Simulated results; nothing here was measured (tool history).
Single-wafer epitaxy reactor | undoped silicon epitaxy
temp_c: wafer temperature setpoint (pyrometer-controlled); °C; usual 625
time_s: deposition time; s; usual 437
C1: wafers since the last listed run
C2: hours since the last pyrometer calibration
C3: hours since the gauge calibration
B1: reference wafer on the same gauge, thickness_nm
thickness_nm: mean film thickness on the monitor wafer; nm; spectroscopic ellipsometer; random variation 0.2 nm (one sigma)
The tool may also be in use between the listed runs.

{"run": 1, "hour": 0.0, "temp_c": 625, "time_s": 412, "C1": 0, "C2": 1764.1, "C3": 1342.2, "B1": 34.614, "thickness_nm": 40.396}
{"hour": 31.6, "done": "pyrometer calibrated"}
{"run": 2, "hour": 160.9, "temp_c": 616, "time_s": 487, "C1": 395, "C2": 129.3, "C3": 1503.1, "B1": 34.641, "thickness_nm": 35.41}
{"run": 3, "hour": 229.3, "temp_c": 620, "time_s": 456, "C1": 176, "C2": 197.7, "C3": 1571.5, "B1": 34.622, "thickness_nm": 37.286}
{"run": 4, "hour": 282.1, "temp_c": 625, "time_s": 456, "C1": 136, "C2": 250.5, "C3": 1624.3, "B1": 34.632, "thickness_nm": 42.673}
{"run": 5, "hour": 333.7, "temp_c": 625, "time_s": 456, "C1": 133, "C2": 302.1, "C3": 1675.9, "B1": 34.596, "thickness_nm": 42.361}
{"run": 6, "hour": 418.1, "temp_c": 625, "time_s": 491, "C1": 218, "C2": 386.5, "C3": 1760.3, "B1": 34.631, "thickness_nm": 46.155}
{"run": 7, "hour": 519.9, "temp_c": 625, "time_s": 491, "C1": 263, "C2": 488.3, "C3": 1862.1, "B1": 34.611, "thickness_nm": 45.923}
{"run": 8, "hour": 610.0, "temp_c": 619, "time_s": 415, "C1": 232, "C2": 578.4, "C3": 1952.2, "B1": 34.54, "thickness_nm": 33.469}
{"run": 9, "hour": 688.6, "temp_c": 619, "time_s": 415, "C1": 203, "C2": 657, "C3": 2030.8, "B1": 34.549, "thickness_nm": 33.601}
{"run": 10, "hour": 889.5, "temp_c": 625, "time_s": 437, "C1": 519, "C2": 857.9, "C3": 2231.7, "B1": 34.655, "thickness_nm": 41.664}
{"run": 11, "hour": 970.0, "temp_c": 625, "time_s": 437, "C1": 207, "C2": 938.4, "C3": 2312.2, "B1": 34.592, "thickness_nm": 41.879}
{"run": 12, "hour": 1045.7, "temp_c": 625, "time_s": 437, "C1": 195, "C2": 1014.1, "C3": 2387.9, "B1": 34.592, "thickness_nm": 42.341}
{"run": 13, "hour": 1126.2, "temp_c": 614, "time_s": 437, "C1": 207, "C2": 1094.6, "C3": 2468.4, "B1": 34.562, "thickness_nm": 31.485}
{"run": 14, "hour": 1205.2, "temp_c": 614, "time_s": 437, "C1": 204, "C2": 1173.6, "C3": 2547.4, "B1": 34.49, "thickness_nm": 31.474}
{"run": 15, "hour": 1271.4, "temp_c": 625, "time_s": 376, "C1": 171, "C2": 1239.8, "C3": 2613.6, "B1": 34.576, "thickness_nm": 36.264}
{"run": 16, "hour": 1357.1, "temp_c": 625, "time_s": 376, "C1": 221, "C2": 1325.5, "C3": 2699.3, "B1": 34.513, "thickness_nm": 36.4}
{"hour": 1380.7, "done": "pyrometer calibrated"}
{"run": 17, "hour": 1423.6, "temp_c": 625, "time_s": 376, "C1": 151, "C2": 42.9, "C3": 2765.8, "B1": 34.616, "thickness_nm": 34.474}
{"run": 18, "hour": 1469.7, "temp_c": 614, "time_s": 383, "C1": 119, "C2": 89, "C3": 2811.9, "B1": 34.532, "thickness_nm": 26.368}
{"run": 19, "hour": 1542.7, "temp_c": 625, "time_s": 437, "C1": 188, "C2": 162, "C3": 2884.9, "B1": 34.622, "thickness_nm": 40.243}
{"hour": 1594.4, "done": "gauge calibrated"}
{"run": 20, "hour": 1601.3, "temp_c": 625, "time_s": 437, "C1": 151, "C2": 220.6, "C3": 6.9, "B1": 34.567, "thickness_nm": 40.259}
{"run": 21, "hour": 1637.7, "temp_c": 625, "time_s": 437, "C1": 94, "C2": 257, "C3": 43.3, "B1": 34.562, "thickness_nm": 40.518}
{"run": 22, "hour": 1726.2, "temp_c": 625, "time_s": 437, "C1": 228, "C2": 345.5, "C3": 131.8, "B1": 34.687, "thickness_nm": 40.477}
{"run": 23, "hour": 1919.9, "temp_c": 625, "time_s": 437, "C1": 500, "C2": 539.2, "C3": 325.5, "B1": 34.493, "thickness_nm": 40.93}
{"run": 24, "hour": 1989.0, "temp_c": 625, "time_s": 437, "C1": 178, "C2": 608.3, "C3": 394.6, "B1": 34.539, "thickness_nm": 41.107}
{"run": 25, "hour": 2237.2, "temp_c": 625, "time_s": 437, "C1": 641, "C2": 856.5, "C3": 642.8, "B1": 34.625, "thickness_nm": 41.258}
{"run": 26, "hour": 2337.9, "temp_c": 625, "time_s": 437, "C1": 260, "C2": 957.2, "C3": 743.5, "B1": 34.556, "thickness_nm": 41.265}
{"run": 27, "hour": 2429.2, "temp_c": 625, "time_s": 437, "C1": 235, "C2": 1048.5, "C3": 834.8, "B1": 34.645, "thickness_nm": 41.316}
{"run": 28, "hour": 2507.9, "temp_c": 629, "time_s": 494, "C1": 203, "C2": 1127.2, "C3": 913.5, "B1": 34.544, "thickness_nm": 52.577}
{"run": 29, "hour": 2603.3, "temp_c": 625, "time_s": 385, "C1": 246, "C2": 1222.6, "C3": 1008.9, "B1": 34.498, "thickness_nm": 36.732}
{"run": 30, "hour": 2687.2, "temp_c": 615, "time_s": 437, "C1": 216, "C2": 1306.5, "C3": 1092.8, "B1": 34.594, "thickness_nm": 32.21}
{"hour": 2741.4, "done": "pyrometer calibrated"}
{"run": 31, "hour": 2776.9, "temp_c": 630, "time_s": 469, "C1": 211, "C2": 35.5, "C3": 1182.5, "B1": 34.634, "thickness_nm": 49.512}
{"run": 32, "hour": 2860.7, "temp_c": 636, "time_s": 367, "C1": 216, "C2": 119.3, "C3": 1266.3, "B1": 34.569, "thickness_nm": 45.135}
{"run": 33, "hour": 2951.1, "temp_c": 625, "time_s": 437, "C1": 233, "C2": 209.7, "C3": 1356.7, "B1": 34.63, "thickness_nm": 40.673}
{"run": 34, "hour": 3028.0, "temp_c": 634, "time_s": 437, "C1": 198, "C2": 286.6, "C3": 1433.6, "B1": 34.535, "thickness_nm": 51.451}
{"run": 35, "hour": 3074.8, "temp_c": 612, "time_s": 395, "C1": 120, "C2": 333.4, "C3": 1480.4, "B1": 34.582, "thickness_nm": 26.046}
{"run": 36, "hour": 3160.3, "temp_c": 636, "time_s": 492, "C1": 220, "C2": 418.9, "C3": 1565.9, "B1": 34.56, "thickness_nm": 61.304}
{"run": 37, "hour": 3196.5, "temp_c": 625, "time_s": 437, "C1": 93, "C2": 455.1, "C3": 1602.1, "B1": 34.615, "thickness_nm": 40.872}
{"run": 38, "hour": 3293.9, "temp_c": 625, "time_s": 494, "C1": 251, "C2": 552.5, "C3": 1699.5, "B1": 34.549, "thickness_nm": 46.341}
{"run": 39, "hour": 3348.9, "temp_c": 625, "time_s": 515, "C1": 142, "C2": 607.5, "C3": 1754.5, "B1": 34.661, "thickness_nm": 48.467}
{"run": 40, "hour": 3425.6, "temp_c": 618, "time_s": 512, "C1": 198, "C2": 684.2, "C3": 1831.2, "B1": 34.67, "thickness_nm": 40.351}
{"run": 41, "hour": 3506.3, "temp_c": 639, "time_s": 408, "C1": 208, "C2": 764.9, "C3": 1911.9, "B1": 34.638, "thickness_nm": 55.286}
{"run": 42, "hour": 3562.0, "temp_c": 614, "time_s": 505, "C1": 143, "C2": 820.6, "C3": 1967.6, "B1": 34.686, "thickness_nm": 35.599}
{"run": 43, "hour": 3635.0, "temp_c": 612, "time_s": 395, "C1": 188, "C2": 893.6, "C3": 2040.6, "B1": 34.524, "thickness_nm": 26.503}
{"run": 44, "hour": 3700.8, "temp_c": 625, "time_s": 437, "C1": 169, "C2": 959.4, "C3": 2106.4, "B1": 34.511, "thickness_nm": 41.647}
{"run": 45, "hour": 3806.9, "temp_c": 617, "time_s": 520, "C1": 274, "C2": 1065.5, "C3": 2212.5, "B1": 34.73, "thickness_nm": 40.221}
{"run": 46, "hour": 3979.4, "temp_c": 630, "time_s": 481, "C1": 445, "C2": 1238, "C3": 2385, "B1": 34.66, "thickness_nm": 52.828}
{"run": 47, "hour": 4035.6, "temp_c": 613, "time_s": 437, "C1": 145, "C2": 1294.2, "C3": 2441.2, "B1": 34.614, "thickness_nm": 30.65}

Hidden state at the last listed run before each entry between runs and at the first one after, where it differs:
Between runs 1 and 2: pyrometer calibrated (hour 31.6)
  wafer temperature above the value expected at the setpoint (K): 2.28 -> 0.256
  measured less the result without the state, thickness_nm: +2.337 -> +0.243 nm
Between runs 16 and 17: pyrometer calibrated (hour 1380.7)
  wafer temperature above the value expected at the setpoint (K): 1.83 -> -0.202
  measured less the result without the state, thickness_nm: +1.702 -> -0.184 nm
Between runs 19 and 20: gauge calibrated (hour 1594.4)
  wafer temperature above the value expected at the setpoint (K): -0.0455 -> 0.0316
  measured less the result without the state, thickness_nm: -0.048 -> +0.033 nm
Between runs 30 and 31: pyrometer calibrated (hour 2741.4)
  wafer temperature above the value expected at the setpoint (K): 1.46 -> 0.0673
  measured less the result without the state, thickness_nm: +1.239 -> +0.086 nm

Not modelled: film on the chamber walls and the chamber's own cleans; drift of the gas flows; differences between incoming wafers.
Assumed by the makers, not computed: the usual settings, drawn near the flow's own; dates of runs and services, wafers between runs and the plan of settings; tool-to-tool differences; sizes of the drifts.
